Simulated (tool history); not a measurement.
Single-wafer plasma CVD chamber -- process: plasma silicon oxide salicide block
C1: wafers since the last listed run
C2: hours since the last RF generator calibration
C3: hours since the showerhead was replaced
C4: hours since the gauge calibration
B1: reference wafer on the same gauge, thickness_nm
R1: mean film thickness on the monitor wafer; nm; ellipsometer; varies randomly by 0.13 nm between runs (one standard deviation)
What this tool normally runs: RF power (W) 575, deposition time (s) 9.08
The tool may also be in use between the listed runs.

{"run": 1, "hour": 0.0, "RF power (W)": 650, "deposition time (s)": 9.08, "C1": 0, "C2": 671.9, "C3": 2080.1, "C4": 174.8, "B1": 91.072, "R1": 85.184}
{"run": 2, "hour": 11.1, "RF power (W)": 650, "deposition time (s)": 9.08, "C1": 270, "C2": 683.0, "C3": 2091.2, "C4": 185.9, "B1": 91.092, "R1": 85.283}
{"run": 3, "hour": 23.4, "RF power (W)": 650, "deposition time (s)": 9.08, "C1": 299, "C2": 695.3, "C3": 2103.5, "C4": 198.2, "B1": 91.137, "R1": 85.409}
{"run": 4, "hour": 46.2, "RF power (W)": 530, "deposition time (s)": 9.08, "C1": 555, "C2": 718.1, "C3": 2126.3, "C4": 221.0, "B1": 91.089, "R1": 81.452}
{"run": 5, "hour": 58.9, "RF power (W)": 530, "deposition time (s)": 9.08, "C1": 309, "C2": 730.8, "C3": 2139.0, "C4": 233.7, "B1": 91.096, "R1": 81.434}
{"run": 6, "hour": 73.0, "RF power (W)": 530, "deposition time (s)": 9.08, "C1": 343, "C2": 744.9, "C3": 2153.1, "C4": 247.8, "B1": 91.076, "R1": 81.524}
{"run": 7, "hour": 79.5, "RF power (W)": 485, "deposition time (s)": 9.08, "C1": 158, "C2": 751.4, "C3": 2159.6, "C4": 254.3, "B1": 91.108, "R1": 79.773}
{"run": 8, "hour": 92.9, "RF power (W)": 575, "deposition time (s)": 9.08, "C1": 326, "C2": 764.8, "C3": 2173.0, "C4": 267.7, "B1": 91.076, "R1": 82.885}
{"hour": 105.7, "done": "RF generator calibrated"}
{"hour": 110.9, "done": "showerhead replaced"}
{"run": 9, "hour": 111.4, "RF power (W)": 575, "deposition time (s)": 9.08, "C1": 129, "C2": 5.7, "C3": 0.5, "C4": 286.2, "B1": 91.075, "R1": 84.55}
{"hour": 115.2, "done": "gauge calibrated"}
{"run": 10, "hour": 119.8, "RF power (W)": 660, "deposition time (s)": 9.08, "C1": 204, "C2": 14.1, "C3": 8.9, "C4": 4.6, "B1": 91.12, "R1": 87.162}
{"run": 11, "hour": 130.3, "RF power (W)": 660, "deposition time (s)": 9.08, "C1": 255, "C2": 24.6, "C3": 19.4, "C4": 15.1, "B1": 91.116, "R1": 87.157}
{"run": 12, "hour": 140.9, "RF power (W)": 575, "deposition time (s)": 9.08, "C1": 258, "C2": 35.2, "C3": 30.0, "C4": 25.7, "B1": 91.129, "R1": 84.188}
{"run": 13, "hour": 149.0, "RF power (W)": 620, "deposition time (s)": 8.33, "C1": 197, "C2": 43.3, "C3": 38.1, "C4": 33.8, "B1": 91.041, "R1": 78.633}
{"run": 14, "hour": 164.2, "RF power (W)": 525, "deposition time (s)": 8.13, "C1": 370, "C2": 58.5, "C3": 53.3, "C4": 49.0, "B1": 91.091, "R1": 73.796}
{"run": 15, "hour": 179.4, "RF power (W)": 470, "deposition time (s)": 9.08, "C1": 370, "C2": 73.7, "C3": 68.5, "C4": 64.2, "B1": 91.094, "R1": 80.657}
{"run": 16, "hour": 186.0, "RF power (W)": 575, "deposition time (s)": 9.08, "C1": 160, "C2": 80.3, "C3": 75.1, "C4": 70.8, "B1": 91.175, "R1": 84.173}
{"run": 17, "hour": 198.5, "RF power (W)": 525, "deposition time (s)": 7.34, "C1": 304, "C2": 92.8, "C3": 87.6, "C4": 83.3, "B1": 91.18, "R1": 66.543}
{"run": 18, "hour": 215.5, "RF power (W)": 460, "deposition time (s)": 7.75, "C1": 413, "C2": 109.8, "C3": 104.6, "C4": 100.3, "B1": 91.12, "R1": 68.194}
{"run": 19, "hour": 223.0, "RF power (W)": 530, "deposition time (s)": 9.08, "C1": 182, "C2": 117.3, "C3": 112.1, "C4": 107.8, "B1": 91.097, "R1": 82.581}
{"run": 20, "hour": 238.2, "RF power (W)": 470, "deposition time (s)": 10.07, "C1": 370, "C2": 132.5, "C3": 127.3, "C4": 123.0, "B1": 91.163, "R1": 89.266}
{"run": 21, "hour": 247.4, "RF power (W)": 650, "deposition time (s)": 7.74, "C1": 223, "C2": 141.7, "C3": 136.5, "C4": 132.2, "B1": 91.138, "R1": 73.523}
{"run": 22, "hour": 265.1, "RF power (W)": 575, "deposition time (s)": 9.08, "C1": 430, "C2": 159.4, "C3": 154.2, "C4": 149.9, "B1": 91.178, "R1": 83.892}

What if the next run were any one of these 3? Each begins from the tool's condition after run 22:
{"run": "A", "hour": 265.5, "RF power (W)": 575, "deposition time (s)": 8.32, "C1": 9, "C2": 159.8, "C3": 154.6, "C4": 150.3, "B1": "?", "R1": "?"}
{"run": "B", "hour": 265.5, "RF power (W)": 510, "deposition time (s)": 7.27, "C1": 9, "C2": 159.8, "C3": 154.6, "C4": 150.3, "B1": "?", "R1": "?"}
{"run": "C", "hour": 265.5, "RF power (W)": 575, "deposition time (s)": 7.7, "C1": 9, "C2": 159.8, "C3": 154.6, "C4": 150.3, "B1": "?", "R1": "?"}

run=A B1=91.073 R1=76.893
run=B B1=91.073 R1=65.406
run=C B1=91.073 R1=71.163
Stripped of hidden state, with their random variation kept, the same runs would have yielded:
run=A R1=77.528
run=B R1=65.946
run=C R1=71.751
